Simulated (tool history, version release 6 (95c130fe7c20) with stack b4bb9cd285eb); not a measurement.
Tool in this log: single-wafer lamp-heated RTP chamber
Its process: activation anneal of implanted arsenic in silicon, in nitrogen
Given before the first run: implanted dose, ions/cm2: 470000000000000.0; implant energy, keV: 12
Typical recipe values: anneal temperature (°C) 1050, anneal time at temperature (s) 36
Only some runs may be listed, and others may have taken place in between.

run,hour,anneal temperature (°C),anneal time at temperature (s),wafers since the last listed run,wafers since the last pyrometer calibration,wafers since the reflector plate was cleaned,hours since the gauge calibration,"read-back reference wafer on the same gauge, sheet resistance",sheet resistance of the implanted and annealed layer (ohm/square)
1,0.0,1030,36,0,2174,4157,216.4,249.26,244.63
2,28.5,1030,36,239,2414,4396,244.9,248.98,242.19
3,61.2,1050,36,274,2688,4671,277.6,248.93,236.53
4,106.9,1050,36,383,3072,5055,323.3,249.07,236.79
# hour 140.6: gauge calibrated
5,151.0,1050,36,370,3442,5425,10.4,248.85,237.70
6,219.3,1050,36,573,4015,5998,78.7,249.05,236.81
7,266.6,1039,36,397,4412,6395,126.0,249.16,238.38
8,323.6,1039,36,478,4891,6873,183.0,249.23,238.34
# hour 356.7: reflector plate cleaned
9,361.6,1068,25,251,5142,41,221.0,248.69,233.17
10,388.3,1041,49,224,5366,265,247.7,248.94,230.65
# hour 439.1: gauge calibrated
11,440.9,1021,44,441,5808,706,1.8,249.15,239.46

Expected results for the next run?
# hour 451.9: pyrometer window cleaned and pyrometer calibrated
12,470.7,1050,24,182,158,889,31.6,?,?

Run 12 measured read-back reference wafer on the same gauge, sheet resistance 248.93, sheet resistance of the implanted and annealed layer (ohm/square) 245.26.
Had the tool carried no hidden state, the very same run would have given sheet resistance of the implanted and annealed layer (ohm/square) 245.38.
